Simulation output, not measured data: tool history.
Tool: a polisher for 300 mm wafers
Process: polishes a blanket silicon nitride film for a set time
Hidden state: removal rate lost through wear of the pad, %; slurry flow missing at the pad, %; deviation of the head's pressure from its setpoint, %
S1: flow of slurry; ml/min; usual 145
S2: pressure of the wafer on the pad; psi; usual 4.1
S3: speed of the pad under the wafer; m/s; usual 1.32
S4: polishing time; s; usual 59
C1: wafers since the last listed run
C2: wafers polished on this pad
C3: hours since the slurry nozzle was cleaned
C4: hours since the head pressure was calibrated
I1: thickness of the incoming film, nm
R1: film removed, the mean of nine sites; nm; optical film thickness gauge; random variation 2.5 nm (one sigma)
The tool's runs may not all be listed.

run    hour   S1   S2    S3  S4    C1    C2     C3      C4     I1     R1
  1       0  145  4.1  1.32  59     0   852  306.9    61.5  539.3  162.1
  2    49.6  145  4.1  1.32  59   578  1430  356.5   111.1  535.1  163.2
  3      94  145  4.1  1.32  59   517  1947  400.9   155.5    522  161.6
  4   141.2  145  3.6  1.16  59   550  2498  448.1   202.7  538.6  128.4
  5     171  145  3.6  1.16  59   347  2845  477.9   232.5  527.6  124.9
  6   231.7  145  3.6  1.16  59   707  3553  538.6   293.2  529.9    125
  7   299.9  145  4.1  1.32  59   795  4348  606.8   361.4  536.1  154.9
  8   362.5  145  4.1  1.32  59   729  5077  669.4     424  527.2  153.3
  9   411.6  145  3.1  1.54  59   572  5650  718.5   473.1  533.3  135.3
      441.3  -- worn pad replaced by a new one
 10   483.6  145  4.1  1.56  59   792   493  790.5   545.1  529.6    169
 11     518  145  4.1  1.56  59   401   894  824.9   579.5  519.1  167.1
 12   576.2  145  4.1  1.32  59   678  1572  883.1   637.7    538  144.8
      589.6  -- slurry nozzle cleaned
 13   601.2  145  4.1  1.32  59   279  1852   11.6   662.7  525.9  165.8
 14   642.9  145  4.1  1.32  59   486  2338   53.3   704.4  528.1  170.7
 15   705.7  145  4.1  1.32  59   732  3070  116.1   767.2  533.5  165.4
 16   748.5  145  4.1  1.32  59   498  3569  158.9     810  526.9  164.7
 17   858.1  145  4.1  1.32  59  1277  4847  268.5   919.6  521.8  159.4
      925.2  -- worn pad replaced by a new one
 18  1013.9  145  4.1   1.2  65  1769  1033  424.3  1075.4  537.2  164.2
 19  1048.5  145  4.1  0.98  59   403  1437  458.9    1110    538  123.1
 20  1100.8  180  4.1   1.5  59   609  2046  511.2  1162.3  536.3    178
 21  1131.3  190  4.1  1.32  59   355  2402  541.7  1192.8  521.3  166.7
 22    1198  145  4.1  1.32  59   777  3179  608.4  1259.5  524.9  155.8
 23  1227.9  145  4.1  1.32  59   348  3528  638.3  1289.4  531.5  157.3
 24  1265.7  145  4.1  1.64  64   440  3969  676.1  1327.2  523.4  191.5
     1286.6  -- head pressure recalibrated
 25  1291.7  100  4.1     1  59   279  4248  702.1     5.1  532.7  106.1
 26  1320.7  195  4.1  1.32  59   338  4586  731.1    34.1  531.8  161.5
 27  1383.1  145  4.1  1.54  68   727  5314  793.5    96.5  530.2  195.5
     1397.5  -- worn pad replaced by a new one
 28  1436.8  180  3.4  1.32  44   579   458  847.2   150.2    529     98
 29  1474.7  145  4.9  1.32  59   441   900  885.1   188.1  529.3  176.1
     1488.2  -- slurry nozzle cleaned
 30  1513.4  145  4.1  1.54  59   439  1339   25.2   226.8  531.2  188.8
 31    1582  125  4.5  1.18  78   799  2139   93.8   295.4  529.6  204.6
 32  1617.3  145  4.9  1.48  59   411  2550  129.1   330.7  530.3  216.1
 33  1666.4  145  4.1  1.32  59   572  3123  178.2   379.8    535  164.1
 34  1783.5  145  4.1  1.32  59  1365  4488  295.3   496.9  522.4  162.6
 35  1829.4  145  3.5  1.32  51   535  5023  341.2   542.8  522.1  120.6
 36  1883.5  145    5   1.5  39   630  5654  395.3   596.9  532.1    142
     1908.1  -- worn pad replaced by a new one
 37  1915.5  190  4.1  1.32  41   326    86  427.3   628.9  531.9  118.2
 38  1954.4  145  4.1  1.32  59   453   540  466.2   667.8  532.5  157.7

Some steps in R1 between neighbouring runs. How much of each would the tool show without its hidden state too (settings, what came in, random variation), and how much is left for the hidden state, with any gauge scatter that isn't in both results?
Run 12 -> 13: slurry nozzle cleaned. R1 +21 nm: hidden state +21.8, all else -0.8.
Run 24 -> 25: S1 145 -> 100, S3 1.64 -> 1, S4 64 -> 59, head pressure recalibrated. R1 -85.4 nm: hidden state +2.5, all else -87.9.
Run 27 -> 28: S1 145 -> 180, S2 4.1 -> 3.4, S3 1.54 -> 1.32, S4 68 -> 44, worn pad replaced by a new one. R1 -97.5 nm: hidden state +13.6, all else -111.1.
Run 28 -> 29: S1 180 -> 145, S2 3.4 -> 4.9, S4 44 -> 59. R1 +78.1 nm: hidden state -15.8, all else +93.9.
Run 29 -> 30: S2 4.9 -> 4.1, S3 1.32 -> 1.54, slurry nozzle cleaned. R1 +12.7 nm: hidden state +26.1, all else -13.4.
